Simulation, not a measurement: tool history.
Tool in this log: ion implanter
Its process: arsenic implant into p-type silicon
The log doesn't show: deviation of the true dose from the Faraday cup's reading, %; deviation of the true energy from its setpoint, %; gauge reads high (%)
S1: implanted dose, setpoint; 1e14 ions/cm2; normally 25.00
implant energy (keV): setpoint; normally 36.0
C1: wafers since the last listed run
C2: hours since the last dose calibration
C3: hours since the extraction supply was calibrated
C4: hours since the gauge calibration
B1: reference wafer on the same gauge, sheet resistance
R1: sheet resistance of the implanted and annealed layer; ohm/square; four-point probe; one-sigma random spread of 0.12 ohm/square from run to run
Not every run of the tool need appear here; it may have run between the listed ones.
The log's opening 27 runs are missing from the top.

{"run": 28, "hour": 391.3, "S1": 19.07, "implant energy (keV)": 27.5, "C1": 135, "C2": 331.5, "C3": 316.4, "C4": 153.4, "B1": 67.6, "R1": 94.68}
{"run": 29, "hour": 400.3, "S1": 30.87, "implant energy (keV)": 25.5, "C1": 140, "C2": 340.5, "C3": 325.4, "C4": 162.4, "B1": 67.6, "R1": 90.52}
{"run": 30, "hour": 416.9, "S1": 18.58, "implant energy (keV)": 36.0, "C1": 259, "C2": 357.1, "C3": 342.0, "C4": 179.0, "B1": 67.6, "R1": 85.76}
{"run": 31, "hour": 429.9, "S1": 25.0, "implant energy (keV)": 36.0, "C1": 203, "C2": 370.1, "C3": 355.0, "C4": 192.0, "B1": 67.6, "R1": 80.16}
{"run": 32, "hour": 445.5, "S1": 25.0, "implant energy (keV)": 36.0, "C1": 243, "C2": 385.7, "C3": 370.6, "C4": 207.6, "B1": 67.58, "R1": 80.44}
{"run": 33, "hour": 458.6, "S1": 29.13, "implant energy (keV)": 43.5, "C1": 204, "C2": 398.8, "C3": 383.7, "C4": 220.7, "B1": 67.6, "R1": 71.17}
{"run": 34, "hour": 469.4, "S1": 25.0, "implant energy (keV)": 44.0, "C1": 168, "C2": 409.6, "C3": 394.5, "C4": 231.5, "B1": 67.59, "R1": 73.15}
{"run": 35, "hour": 487.3, "S1": 25.0, "implant energy (keV)": 36.0, "C1": 279, "C2": 427.5, "C3": 412.4, "C4": 249.4, "B1": 67.61, "R1": 80.46}
{"run": 36, "hour": 495.9, "S1": 19.2, "implant energy (keV)": 32.5, "C1": 134, "C2": 436.1, "C3": 421.0, "C4": 258.0, "B1": 67.6, "R1": 88.61}

5 options for the next run, each taken on its own from the tool as it stands now. Forecast them:
{"run": "A", "hour": 496.3, "S1": 25.0, "implant energy (keV)": 36.0, "C1": 6, "C2": 436.5, "C3": 421.4, "C4": 258.4, "B1": "?", "R1": "?"}
{"run": "B", "hour": 496.3, "S1": 27.57, "implant energy (keV)": 39.0, "C1": 6, "C2": 436.5, "C3": 421.4, "C4": 258.4, "B1": "?", "R1": "?"}
{"run": "C", "hour": 496.3, "S1": 27.71, "implant energy (keV)": 28.0, "C1": 6, "C2": 436.5, "C3": 421.4, "C4": 258.4, "B1": "?", "R1": "?"}
{"run": "D", "hour": 496.3, "S1": 22.64, "implant energy (keV)": 26.0, "C1": 6, "C2": 436.5, "C3": 421.4, "C4": 258.4, "B1": "?", "R1": "?"}
{"run": "E", "hour": 496.3, "S1": 25.0, "implant energy (keV)": 28.0, "C1": 6, "C2": 436.5, "C3": 421.4, "C4": 258.4, "B1": "?", "R1": "?"}

run=A B1=67.59 R1=80.50
run=B B1=67.59 R1=76.19
run=C B1=67.59 R1=88.60
run=D B1=67.59 R1=94.07
run=E B1=67.59 R1=89.88
With the hidden condition removed and each run's random variation left untouched, the same runs would have given:
run=A R1=80.57
run=B R1=76.26
run=C R1=88.66
run=D R1=94.14
run=E R1=89.94

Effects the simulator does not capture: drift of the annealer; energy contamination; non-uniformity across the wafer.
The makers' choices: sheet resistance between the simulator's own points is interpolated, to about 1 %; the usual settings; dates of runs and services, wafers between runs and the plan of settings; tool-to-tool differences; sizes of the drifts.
